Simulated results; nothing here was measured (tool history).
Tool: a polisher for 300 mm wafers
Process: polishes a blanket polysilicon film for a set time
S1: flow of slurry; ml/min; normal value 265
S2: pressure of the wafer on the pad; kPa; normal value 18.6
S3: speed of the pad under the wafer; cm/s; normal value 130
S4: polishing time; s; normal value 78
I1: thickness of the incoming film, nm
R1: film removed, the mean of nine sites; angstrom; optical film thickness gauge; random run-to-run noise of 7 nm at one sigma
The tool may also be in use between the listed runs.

run	hour	S1	S2	S3	S4	I1	R1
1	0	265	23.4	130	78	2401.6	11364
2	63.9	265	23.4	130	78	2356.3	11424
3	106.7	265	23.4	130	78	2383.7	11378
4	142.7	265	18.6	112	78	2389.6	8287
# hour 157.1: worn pad replaced by a new one
5	192.1	325	18.6	130	78	2337.8	9486
6	253	325	18.6	130	78	2385.7	9472
7	318.6	325	18.6	130	78	2385.2	9495
8	343.1	230	18.6	130	78	2336.9	8928
# hour 357.1: head pressure recalibrated
# hour 372.4: slurry nozzle cleaned
# hour 381.6: worn pad replaced by a new one
9	401.1	265	18.6	130	78	2411.9	9655
10	471.2	265	18.6	130	95	2347.1	11499
11	508.9	265	18.6	130	78	2358.8	9558
12	557.7	230	18.6	108	78	2372.9	8008
# hour 565: worn pad replaced by a new one
13	588	265	24.1	116	67	2410.4	9444
14	657.5	325	14.5	130	78	2374.6	7657
15	690.1	265	21.4	100	101	2361.6	11395
16	729.5	265	18.6	156	78	2395.4	10631
# hour 758.4: worn pad replaced by a new one
17	778.4	325	18.6	130	78	2383.1	9545
18	946.8	265	18.6	130	78	2383.4	9212
# hour 983.7: worn pad replaced by a new one
19	998.5	265	18.6	130	78	2364.6	9262

Forecast each of these 5 alternatives for the next run:
A	998.9	265	18.6	130	78	2372.5	?
B	998.9	340	22.1	130	85	2372.5	?
C	998.9	295	17.2	130	78	2372.5	?
D	998.9	200	18.6	130	78	2372.5	?
E	998.9	200	22.1	174	85	2372.5	?

run	R1
A	9254
B	12126
C	8791
D	8787
E	13838
Had the tool no hidden state, the same runs would have come out as:
run	R1
A	9663
B	12538
C	9137
D	9311
E	14665
